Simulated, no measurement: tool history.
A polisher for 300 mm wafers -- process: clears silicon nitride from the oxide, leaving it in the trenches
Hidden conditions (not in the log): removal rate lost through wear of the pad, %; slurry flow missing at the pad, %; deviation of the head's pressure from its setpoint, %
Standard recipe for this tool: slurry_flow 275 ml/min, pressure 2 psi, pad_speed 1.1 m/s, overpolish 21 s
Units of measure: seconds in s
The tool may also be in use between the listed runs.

run	hour	slurry_flow	pressure	pad_speed	overpolish	wafers since the last listed run	wafers polished on this pad	hours since the slurry nozzle was cleaned	hours since the head pressure was calibrated	incoming thickness of the incoming film, nm	seconds
1	0	275	2	1.1	21	0	1329	204.1	433.3	102	163.4
2	73.4	275	2	1.1	21	527	1856	277.5	506.7	99.7	158.6
# hour 117.4: worn pad replaced by a new one
3	140.8	275	1.5	1.1	21	455	167	344.9	574.1	100.6	210.7
4	193.5	275	2	1.1	21	378	546	397.6	626.8	100.4	150.7
5	265.4	275	2	1.1	21	516	1062	469.5	698.7	98.3	150.3
# hour 406.7: worn pad replaced by a new one
6	415.6	275	2	1.1	21	1049	63	619.7	848.9	101.1	148.7
7	505.4	235	2	1.1	21	644	708	709.5	938.7	98.6	153.9
# hour 545.8: slurry nozzle cleaned
# hour 677.4: head pressure recalibrated
8	722.3	235	2	1.1	21	1535	2244	176.5	44.9	99	169.7
# hour 732: worn pad replaced by a new one
9	764.9	275	2	1.24	21	277	236	219.1	87.5	100.6	143.7
10	819	275	2	1.1	21	388	624	273.2	141.6	98.2	151.5
11	875.7	275	2	0.76	8	407	1031	329.9	198.3	99.1	187.2
12	929	275	2	1.1	21	382	1414	383.2	251.6	100.1	158.5
# hour 1015.7: worn pad replaced by a new one
13	1021.8	275	2	1.48	21	637	43	476	344.4	101.2	122.7
14	1060.9	275	2	0.78	21	280	324	515.1	383.5	99.9	181.4
15	1148.2	275	1.7	0.76	28	626	951	602.4	470.8	98.3	226.7
16	1210.2	215	1.7	1.1	21	445	1396	664.4	532.8	98.2	181
# hour 1252.1: slurry nozzle cleaned
17	1254.6	305	1.6	0.82	30	311	1707	2.5	577.2	99.9	231.6
18	1323.1	275	2	1.1	21	491	2199	71	645.7	100.4	166.5
# hour 1333.1: worn pad replaced by a new one
19	1428.5	275	2	1.1	21	728	685	176.4	751.1	100.9	149.3

Alternative continuations, all from the tool just after run 19; predict every row:
A	1429	275	2	1.1	21	3	688	176.9	751.6	99.7	?
B	1429	215	2	1.1	34	3	688	176.9	751.6	99.7	?
C	1429	335	2.5	1.2	21	3	688	176.9	751.6	99.7	?
D	1429	275	2	1.1	15	3	688	176.9	751.6	99.7	?

run	seconds
A	154.4
B	156.8
C	115.7
D	154.4
The same runs, with their run-to-run variation unchanged, on a tool lacking any hidden condition would have given:
run	seconds
A	148.9
B	151.2
C	111.6
D	148.9
